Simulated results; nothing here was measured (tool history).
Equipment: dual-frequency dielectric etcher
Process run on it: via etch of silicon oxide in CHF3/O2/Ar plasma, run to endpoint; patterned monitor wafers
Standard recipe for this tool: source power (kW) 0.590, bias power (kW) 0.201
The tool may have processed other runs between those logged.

run     day  source power (kW)  bias power (kW)  wafers since the last listed run  hours since the last wet clean  hours since the last source power generator calibration  hours since the last bias power generator calibration  hours since the last upper electrode change  incoming incoming film thickness, nm  endpoint time (s)
  1   0.000              0.670            0.201                                 0                           447.4                                                   2562.0                                                 2774.4                                       4251.8                                 523.2              259.9
      2.271  -- wet clean of the chamber
  2   3.592              0.590            0.201                               235                            31.7                                                   2648.2                                                 2860.6                                       4338.0                                 526.8              271.9
  3   6.462              0.590            0.201                               261                           100.6                                                   2717.1                                                 2929.5                                       4406.9                                 520.4              267.2
  4  10.883              0.590            0.201                               402                           206.7                                                   2823.2                                                 3035.6                                       4513.0                                 520.5              264.5
  5  14.754              0.590            0.201                               352                           299.6                                                   2916.1                                                 3128.5                                       4605.9                                 525.8              271.9
  6  17.488              0.590            0.201                               248                           365.2                                                   2981.7                                                 3194.1                                       4671.5                                 525.0              267.0
  7  20.517              0.690            0.228                               275                           437.9                                                   3054.4                                                 3266.8                                       4744.2                                 522.5              248.3
     22.346  -- bias power generator calibrated
     23.096  -- wet clean of the chamber
  8  24.208              0.480            0.151                               252                            26.7                                                   3143.0                                                   44.7                                       4832.8                                 527.5              312.5
     26.596  -- upper electrode replaced
     26.867  -- source power generator calibrated
  9  26.954              0.540            0.175                               143                            92.6                                                      2.1                                                  110.6                                          8.6                                 522.2              286.2
 10  31.208              0.630            0.201                               387                           194.7                                                    104.2                                                  212.7                                        110.7                                 523.2              263.5
 11  33.800              0.650            0.154                               235                           256.9                                                    166.4                                                  274.9                                        172.9                                 521.9              285.7
 12  37.342              0.590            0.215                               322                           341.9                                                    251.4                                                  359.9                                        257.9                                 528.1              267.0
 13  38.879              0.590            0.201                               139                           378.8                                                    288.3                                                  396.8                                        294.8                                 519.7              264.8
 14  42.908              0.550            0.201                               366                           475.5                                                    385.0                                                  493.5                                        391.5                                 524.1              270.5

Hidden state at the last listed run before each entry between runs and at the first one after, where it differs:
Logged between run 1 and run 2: wet clean of the chamber (day 2.271)
  nothing in the hidden state changes from one run to the other
Logged between run 7 and run 8: bias power generator calibrated (day 22.346); wet clean of the chamber (day 23.096)
  nothing in the hidden state changes from one run to the other
Logged between run 8 and run 9: upper electrode replaced (day 26.596); source power generator calibrated (day 26.867)
  nothing in the hidden state changes from one run to the other
